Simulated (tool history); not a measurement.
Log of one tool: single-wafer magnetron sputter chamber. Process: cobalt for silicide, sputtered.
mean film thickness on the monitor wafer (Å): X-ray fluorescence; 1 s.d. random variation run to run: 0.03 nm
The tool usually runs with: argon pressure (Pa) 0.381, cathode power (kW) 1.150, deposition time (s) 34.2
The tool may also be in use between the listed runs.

| run | hour | argon pressure (Pa) | cathode power (kW) | deposition time (s) | wafers since the last listed run | wafers on the sputter target | hours since the last manometer calibration | hours since the magnet pack was replaced | hours since the gauge calibration | read-back reference wafer on the same gauge, thickness_nm | mean film thickness on the monitor wafer (Å) |
|---|---|---|---|---|---|---|---|---|---|---|---|
| 1 | 0.0 | 0.447 | 1.150 | 34.2 | 0 | 1282 | 1692.5 | 10330.3 | 367.9 | 15.798 | 186.35 |
| 2 | 24.1 | 0.447 | 1.150 | 34.2 | 585 | 1868 | 1716.6 | 10354.4 | 392.0 | 15.803 | 186.56 |
| 3 | 52.7 | 0.447 | 1.150 | 34.2 | 695 | 2563 | 1745.2 | 10383.0 | 420.6 | 15.798 | 185.82 |
| 4 | 137.9 | 0.381 | 1.150 | 34.2 | 2070 | 4633 | 1830.4 | 10468.2 | 505.8 | 15.793 | 187.81 |
|  | 170.9 | sputter target and shields replaced |
| 5 | 171.4 | 0.381 | 1.150 | 34.2 | 619 | 11 | 1863.9 | 10501.7 | 539.3 | 15.797 | 191.16 |
| 6 | 179.3 | 0.381 | 1.150 | 34.2 | 191 | 203 | 1871.8 | 10509.6 | 547.2 | 15.801 | 190.86 |
| 7 | 194.2 | 0.381 | 1.150 | 34.2 | 362 | 566 | 1886.7 | 10524.5 | 562.1 | 15.795 | 190.58 |
| 8 | 222.8 | 0.381 | 1.250 | 30.8 | 695 | 1261 | 1915.3 | 10553.1 | 590.7 | 15.807 | 187.34 |
| 9 | 235.8 | 0.443 | 1.150 | 34.2 | 315 | 1577 | 1928.3 | 10566.1 | 603.7 | 15.803 | 186.90 |
| 10 | 251.9 | 0.443 | 1.150 | 34.2 | 391 | 1968 | 1944.4 | 10582.2 | 619.8 | 15.804 | 186.68 |
| 11 | 274.7 | 0.381 | 1.150 | 37.9 | 554 | 2522 | 1967.2 | 10605.0 | 642.6 | 15.805 | 211.12 |
| 12 | 300.3 | 0.269 | 1.150 | 34.2 | 622 | 3144 | 1992.8 | 10630.6 | 668.2 | 15.805 | 196.54 |
| 13 | 330.7 | 0.269 | 1.150 | 34.2 | 738 | 3883 | 2023.2 | 10661.0 | 698.6 | 15.805 | 195.91 |
| 14 | 351.7 | 0.269 | 1.150 | 34.2 | 510 | 4393 | 2044.2 | 10682.0 | 719.6 | 15.799 | 195.52 |
|  | 361.9 | magnet pack replaced |
| 15 | 373.6 | 0.488 | 1.000 | 31.0 | 337 | 4731 | 2066.1 | 11.7 | 741.5 | 15.797 | 143.65 |
|  | 392.5 | sputter target and shields replaced |
| 16 | 400.2 | 0.381 | 1.150 | 34.2 | 452 | 187 | 2092.7 | 38.3 | 768.1 | 15.801 | 191.75 |
| 17 | 427.9 | 0.381 | 1.150 | 34.2 | 673 | 860 | 2120.4 | 66.0 | 795.8 | 15.806 | 191.15 |
| 18 | 463.4 | 0.283 | 1.150 | 34.2 | 862 | 1723 | 2155.9 | 101.5 | 831.3 | 15.800 | 196.75 |
| 19 | 489.7 | 0.381 | 1.150 | 34.2 | 639 | 2362 | 2182.2 | 127.8 | 857.6 | 15.799 | 190.93 |
| 20 | 502.0 | 0.443 | 1.150 | 34.2 | 298 | 2661 | 2194.5 | 140.1 | 869.9 | 15.800 | 187.42 |
|  | 502.6 | gauge calibrated |
| 21 | 514.2 | 0.381 | 1.300 | 27.7 | 296 | 2957 | 2206.7 | 152.3 | 11.6 | 15.794 | 174.75 |
| 22 | 532.5 | 0.300 | 1.100 | 39.8 | 444 | 3402 | 2225.0 | 170.6 | 29.9 | 15.804 | 217.63 |
| 23 | 549.1 | 0.312 | 1.150 | 30.1 | 403 | 3805 | 2241.6 | 187.2 | 46.5 | 15.801 | 170.81 |
| 24 | 583.3 | 0.430 | 1.000 | 40.8 | 831 | 4637 | 2275.8 | 221.4 | 80.7 | 15.797 | 193.34 |
|  | 602.3 | capacitance manometer re-zeroed and calibrated |
| 25 | 606.3 | 0.327 | 1.400 | 39.9 | 364 | 5001 | 4.0 | 244.4 | 103.7 | 15.799 | 268.21 |
|  | 617.1 | sputter target and shields replaced |
| 26 | 621.9 | 0.381 | 1.400 | 40.8 | 184 | 115 | 19.6 | 260.0 | 119.3 | 15.804 | 273.62 |
| 27 | 652.6 | 0.273 | 1.300 | 34.2 | 746 | 862 | 50.3 | 290.7 | 150.0 | 15.799 | 220.57 |
| 28 | 669.4 | 0.490 | 1.150 | 34.2 | 408 | 1270 | 67.1 | 307.5 | 166.8 | 15.797 | 181.13 |
| 29 | 682.4 | 0.381 | 1.150 | 41.0 | 315 | 1586 | 80.1 | 320.5 | 179.8 | 15.806 | 225.02 |
| 30 | 707.7 | 0.490 | 1.150 | 34.2 | 614 | 2201 | 105.4 | 345.8 | 205.1 | 15.796 | 180.83 |
| 31 | 740.2 | 0.287 | 1.150 | 34.2 | 789 | 2990 | 137.9 | 378.3 | 237.6 | 15.808 | 193.84 |
| 32 | 763.2 | 0.443 | 1.150 | 34.2 | 558 | 3549 | 160.9 | 401.3 | 260.6 | 15.800 | 182.85 |
| 33 | 777.0 | 0.430 | 1.000 | 40.8 | 335 | 3885 | 174.7 | 415.1 | 274.4 | 15.800 | 190.71 |
|  | 800.1 | sputter target and shields replaced |
| 34 | 806.9 | 0.510 | 1.250 | 36.7 | 532 | 165 | 204.6 | 445.0 | 304.3 | 15.802 | 210.72 |
| 35 | 832.0 | 0.278 | 1.250 | 30.7 | 610 | 775 | 229.7 | 470.1 | 329.4 | 15.809 | 191.04 |

For each entry between runs, how does the tool's hidden state at the last listed run before it compare with that at the first listed run after it?
Run 4 -> run 5: sputter target and shields replaced (hour 170.9)
  deposition rate above that of a new target (%): -1.61 -> -0.0491; true argon pressure above the setpoint (%): -8.4 -> -8.7
  measured value less the no-hidden-state value, mean film thickness on the monitor wafer (Å): -0.92 -> +2.13
Run 14 -> run 15: magnet pack replaced (hour 361.9)
  deposition rate above that of a new target (%): -1.38 -> -1.72; true argon pressure above the setpoint (%): -10.4 -> -10.6
  measured value less the no-hidden-state value, mean film thickness on the monitor wafer (Å): -0.87 -> +0.19
Run 15 -> run 16: sputter target and shields replaced (hour 392.5)
  deposition rate above that of a new target (%): -1.72 -> -0.0117; true argon pressure above the setpoint (%): -10.6 -> -10.9
  measured value less the no-hidden-state value, mean film thickness on the monitor wafer (Å): +0.19 -> +2.77
Run 20 -> run 21: gauge calibrated (hour 502.6)
  deposition rate above that of a new target (%): -0.497 -> -0.611; true argon pressure above the setpoint (%): -11.9 -> -12.1
  measured value less the no-hidden-state value, mean film thickness on the monitor wafer (Å): +2.59 -> +1.76
Run 24 -> run 25: capacitance manometer re-zeroed and calibrated (hour 602.3)
  deposition rate above that of a new target (%): -1.49 -> -1.87; true argon pressure above the setpoint (%): -12.8 -> -0.409
  measured value less the no-hidden-state value, mean film thickness on the monitor wafer (Å): +0.90 -> -4.98
Run 25 -> run 26: sputter target and shields replaced (hour 617.1)
  deposition rate above that of a new target (%): -1.87 -> -0.261; true argon pressure above the setpoint (%): -0.409 -> -0.41
  measured value less the no-hidden-state value, mean film thickness on the monitor wafer (Å): -4.98 -> -0.56
Run 33 -> run 34: sputter target and shields replaced (hour 800.1)
  deposition rate above that of a new target (%): -1.3 -> -0.108; true argon pressure above the setpoint (%): -0.482 -> -0.509
  measured value less the no-hidden-state value, mean film thickness on the monitor wafer (Å): -2.37 -> -0.03

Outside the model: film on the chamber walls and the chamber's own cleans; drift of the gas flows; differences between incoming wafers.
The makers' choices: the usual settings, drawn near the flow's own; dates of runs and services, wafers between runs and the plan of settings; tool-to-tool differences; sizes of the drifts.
